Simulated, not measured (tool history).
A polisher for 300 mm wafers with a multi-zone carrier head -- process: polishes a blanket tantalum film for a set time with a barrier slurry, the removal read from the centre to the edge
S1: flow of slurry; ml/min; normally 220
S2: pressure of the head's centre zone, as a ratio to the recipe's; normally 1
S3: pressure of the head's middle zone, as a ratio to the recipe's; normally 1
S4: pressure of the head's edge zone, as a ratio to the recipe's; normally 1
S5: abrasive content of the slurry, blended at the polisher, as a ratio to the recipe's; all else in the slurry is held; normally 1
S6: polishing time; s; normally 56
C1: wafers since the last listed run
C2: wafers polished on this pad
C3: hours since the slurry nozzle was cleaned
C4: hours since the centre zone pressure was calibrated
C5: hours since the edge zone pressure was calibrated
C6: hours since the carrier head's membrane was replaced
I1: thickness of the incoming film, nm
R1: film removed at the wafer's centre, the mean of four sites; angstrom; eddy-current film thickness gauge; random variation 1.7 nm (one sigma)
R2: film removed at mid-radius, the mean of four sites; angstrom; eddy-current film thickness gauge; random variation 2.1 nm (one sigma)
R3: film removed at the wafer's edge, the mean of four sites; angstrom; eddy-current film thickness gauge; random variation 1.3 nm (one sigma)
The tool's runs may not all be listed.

| run | day | S1 | S2 | S3 | S4 | S5 | S6 | C1 | C2 | C3 | C4 | C5 | C6 | I1 | R1 | R2 | R3 |
|---|---|---|---|---|---|---|---|---|---|---|---|---|---|---|---|---|---|
| 1 | 0 | 220 | 1 | 1 | 0.97 | 1 | 56 | 0 | 1451 | 458.1 | 931 | 342.8 | 961.1 | 461.5 | 1211 | 1261 | 1199 |
| 2 | 2.329 | 220 | 1 | 1 | 1 | 1 | 56 | 632 | 2084 | 514 | 986.9 | 398.7 | 1017 | 455.7 | 1161 | 1215 | 1156 |
| 3 | 3.988 | 220 | 1 | 1 | 1 | 1 | 56 | 450 | 2534 | 553.8 | 1026.7 | 438.5 | 1056.8 | 462.3 | 1119 | 1181 | 1133 |
|  | 6.538 | slurry nozzle cleaned |
|  | 6.567 | worn pad replaced by a new one |
| 4 | 6.588 | 220 | 1 | 1 | 1 | 1 | 56 | 686 | 5 | 1.2 | 1089.1 | 500.9 | 1119.2 | 461 | 1394 | 1423 | 1352 |
| 5 | 8.875 | 220 | 1 | 1 | 0.93 | 1 | 56 | 621 | 626 | 56.1 | 1144 | 555.8 | 1174.1 | 462.8 | 1352 | 1380 | 1296 |
| 6 | 10.733 | 220 | 1 | 1 | 0.93 | 1 | 56 | 504 | 1131 | 100.7 | 1188.6 | 600.4 | 1218.7 | 460.1 | 1344 | 1328 | 1289 |
|  | 11.454 | edge zone pressure recalibrated |
| 7 | 13.133 | 220 | 1 | 1 | 1 | 1 | 56 | 629 | 1760 | 158.3 | 1246.2 | 40.3 | 1276.3 | 464.3 | 1268 | 1313 | 1272 |
| 8 | 14.588 | 195 | 1 | 0.96 | 1 | 1 | 56 | 394 | 2155 | 193.2 | 1281.1 | 75.2 | 1311.2 | 462.6 | 1205 | 1196 | 1221 |
| 9 | 16.508 | 220 | 1 | 1 | 1 | 0.75 | 56 | 521 | 2677 | 239.3 | 1327.2 | 121.3 | 1357.3 | 464.4 | 1154 | 1194 | 1134 |
|  | 16.754 | worn pad replaced by a new one |
|  | 16.804 | centre zone pressure recalibrated |
| 10 | 18.225 | 220 | 1 | 0.89 | 1 | 1 | 56 | 408 | 386 | 280.5 | 34.1 | 162.5 | 1398.5 | 458.5 | 1334 | 1270 | 1364 |
| 11 | 20.471 | 220 | 1 | 0.93 | 0.94 | 0.85 | 56 | 609 | 996 | 334.4 | 88 | 216.4 | 1452.4 | 454.7 | 1269 | 1233 | 1237 |
| 12 | 22.308 | 280 | 1 | 1.08 | 1 | 1.1 | 36 | 499 | 1495 | 378.5 | 132.1 | 260.5 | 1496.5 | 455.9 | 874 | 958 | 848 |
| 13 | 25 | 285 | 0.95 | 1 | 0.97 | 0.8 | 56 | 730 | 2226 | 443.1 | 196.7 | 325.1 | 1561.1 | 459.8 | 1168 | 1234 | 1209 |
|  | 26.008 | carrier head's membrane replaced by a new one |
| 14 | 26.125 | 285 | 1 | 0.88 | 1 | 1.3 | 74 | 248 | 2475 | 470.1 | 223.7 | 352.1 | 2.8 | 460.7 | 1740 | 1574 | 1714 |
|  | 27.258 | worn pad replaced by a new one |
| 15 | 28.142 | 220 | 1 | 1 | 1 | 1 | 56 | 502 | 239 | 518.5 | 272.1 | 400.5 | 51.2 | 457 | 1276 | 1325 | 1283 |
| 16 | 29.796 | 280 | 1 | 1.08 | 1 | 1.1 | 36 | 449 | 688 | 558.2 | 311.8 | 440.2 | 90.9 | 460.2 | 834 | 913 | 841 |
| 17 | 32.242 | 260 | 0.89 | 0.88 | 1 | 1 | 68 | 664 | 1353 | 616.9 | 370.5 | 498.9 | 149.6 | 454.4 | 1306 | 1369 | 1488 |
|  | 32.454 | slurry nozzle cleaned |
|  | 33.579 | edge zone pressure recalibrated |
|  | 37.296 | worn pad replaced by a new one |
| 18 | 40.654 | 220 | 1 | 1.08 | 1 | 1 | 56 | 2205 | 911 | 196.8 | 572.4 | 169.8 | 351.5 | 468.5 | 1357 | 1491 | 1311 |
| 19 | 42.238 | 220 | 1 | 0.9 | 1 | 1 | 56 | 429 | 1341 | 234.8 | 610.4 | 207.8 | 389.5 | 464.3 | 1332 | 1234 | 1281 |
| 20 | 44.721 | 220 | 1 | 1 | 1 | 1 | 56 | 674 | 2016 | 294.4 | 670 | 267.4 | 449.1 | 461.2 | 1283 | 1287 | 1259 |

Describe how what the log doesn't record of the tool's condition differs between the last listed run preceding each entry between runs and the first listed run following it.
Run 3 -> run 4: slurry nozzle cleaned (day 6.538); worn pad replaced by a new one (day 6.567)
  removal rate lost through wear of the pad, %: 11.8 -> 1.44; slurry flow missing at the pad, %: 40.3 -> 5.12
  difference, measured minus the result without the unlogged condition, R1: -307 -> -33 angstrom; R2: -304 -> -32 angstrom; R3: -252 -> -28 angstrom
Run 6 -> run 7: edge zone pressure recalibrated (day 11.454)
  removal rate lost through wear of the pad, %: 5.76 -> 8.25; slurry flow missing at the pad, %: 6.07 -> 7.46
  difference, measured minus the result without the unlogged condition, R1: -97 -> -132 angstrom; R2: -94 -> -135 angstrom; R3: -89 -> -127 angstrom
Run 9 -> run 10: worn pad replaced by a new one (day 16.754); centre zone pressure recalibrated (day 16.804)
  removal rate lost through wear of the pad, %: 11.8 -> 1.8; slurry flow missing at the pad, %: 10.5 -> 12.5
  difference, measured minus the result without the unlogged condition, R1: -179 -> -56 angstrom; R2: -183 -> -50 angstrom; R3: -168 -> -47 angstrom
Run 13 -> run 14: carrier head's membrane replaced by a new one (day 26.008)
  removal rate lost through wear of the pad, %: 8.85 -> 10; slurry flow missing at the pad, %: 23.4 -> 25.7
  difference, measured minus the result without the unlogged condition, R1: -163 -> -280 angstrom; R2: -167 -> -245 angstrom; R3: -153 -> -248 angstrom
Run 14 -> run 15: worn pad replaced by a new one (day 27.258)
  removal rate lost through wear of the pad, %: 10 -> 3.43; slurry flow missing at the pad, %: 25.7 -> 30.2
  difference, measured minus the result without the unlogged condition, R1: -280 -> -145 angstrom; R2: -245 -> -139 angstrom; R3: -248 -> -110 angstrom
Run 17 -> run 18: slurry nozzle cleaned (day 32.454); edge zone pressure recalibrated (day 33.579); worn pad replaced by a new one (day 37.296)
  removal rate lost through wear of the pad, %: 7.7 -> 4.48; slurry flow missing at the pad, %: 40.6 -> 5.5
  difference, measured minus the result without the unlogged condition, R1: -256 -> -77 angstrom; R2: -251 -> -83 angstrom; R3: -232 -> -70 angstrom
